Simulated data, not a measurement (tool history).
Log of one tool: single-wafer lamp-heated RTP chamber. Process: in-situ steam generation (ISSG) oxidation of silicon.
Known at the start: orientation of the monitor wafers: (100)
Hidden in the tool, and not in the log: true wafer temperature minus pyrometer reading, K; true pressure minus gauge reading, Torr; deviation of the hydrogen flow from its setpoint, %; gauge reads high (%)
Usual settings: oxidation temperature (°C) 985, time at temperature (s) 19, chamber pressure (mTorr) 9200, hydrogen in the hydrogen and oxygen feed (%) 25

run,hour,oxidation temperature (°C),time at temperature (s),chamber pressure (mTorr),hydrogen in the hydrogen and oxygen feed (%),wafers since the last listed run,wafers since the last pyrometer calibration,hours since the pressure gauge was zeroed,hours since the hydrogen flow controller was replaced,hours since the gauge calibration,"read-back reference wafer on the same gauge, thickness",oxide thickness on the monitor wafer (Å)
1,0,991,19,9200,25,0,1527,1926,2282,1083.5,4.829,51.17
2,39.2,991,19,9200,25,319,1847,1965.2,2321.2,1122.7,4.83,51.16
3,95.5,991,19,9200,25,459,2306,2021.5,2377.5,1179,4.83,51.32
4,132.3,985,19,9200,25,300,2606,2058.3,2414.3,1215.8,4.83,50.19
5,182.5,985,19,9200,25,409,3016,2108.5,2464.5,1266,4.83,50.3
# hour 237.5: pyrometer window cleaned and pyrometer calibrated
6,238,985,19,9200,25,387,4,2164,2520,1321.5,4.83,49.62
7,333,985,19,9200,25,774,779,2259,2615,1416.5,4.828,49.69
8,428.4,990,19,9200,25,778,1557,2354.4,2710.4,1511.9,4.829,50.75
9,523.7,985,19,9700,25,777,2334,2449.7,2805.7,1607.2,4.829,49.51
10,626.1,997,19,9200,25,835,3170,2552.1,2908.1,1709.6,4.832,52.64
11,684.8,997,19,9200,25,478,3649,2610.8,2966.8,1768.3,4.83,52.67
# hour 732.9: pyrometer window cleaned and pyrometer calibrated
12,750.7,997,19,9200,25,472,145,2676.7,3032.7,1834.2,4.83,52.04
13,847.7,995,17,9200,25,791,936,2773.7,3129.7,1931.2,4.83,49.31
14,885.8,995,17,9200,25,310,1247,2811.8,3167.8,1969.3,4.83,49.28
15,978.6,995,17,9200,25,757,2004,2904.6,3260.6,2062.1,4.83,49.51
# hour 1008.6: gauge calibrated
16,1065.2,985,25,8100,25,706,2710,2991.2,3347.2,56.6,4.831,57.17
17,1109.5,985,15,9200,25,361,3072,3035.5,3391.5,100.9,4.829,45.25
# hour 1160.3: pyrometer window cleaned and pyrometer calibrated
18,1208.8,985,19,9200,25,744,395,3134.8,3490.8,200.2,4.831,49.88
19,1287,975,19,9200,30,637,1033,3213,3569,278.4,4.829,50.15
20,1335,985,19,9200,25,391,1425,3261,3617,326.4,4.831,49.84
# hour 1373.4: hydrogen flow controller replaced
21,1432.7,968,12,8000,17,731,2157,3358.7,59.3,424.1,4.831,35.67
22,1486.7,978,19,9900,30,440,2597,3412.7,113.3,478.1,4.829,49.61
# hour 1544.7: pressure gauge zeroed
23,1577.7,985,19,9200,25,677,3274,33,204.3,569.1,4.83,49.72
24,1629.7,994,12,9200,22,424,3699,85,256.3,621.1,4.83,41.02
# hour 1662: pyrometer window cleaned and pyrometer calibrated
25,1674.1,985,19,9200,25,296,98,129.4,300.7,665.5,4.831,49.32

Run 26 comes next. What will it give?
26,1733.5,973,22,8600,22,484,583,188.8,360.1,724.9,?,?

Run 26 gave read-back reference wafer on the same gauge, thickness 4.831, oxide thickness on the monitor wafer (Å) 49.16.
Without the tool's hidden state the same run would have given oxide thickness on the monitor wafer (Å) 49.06.

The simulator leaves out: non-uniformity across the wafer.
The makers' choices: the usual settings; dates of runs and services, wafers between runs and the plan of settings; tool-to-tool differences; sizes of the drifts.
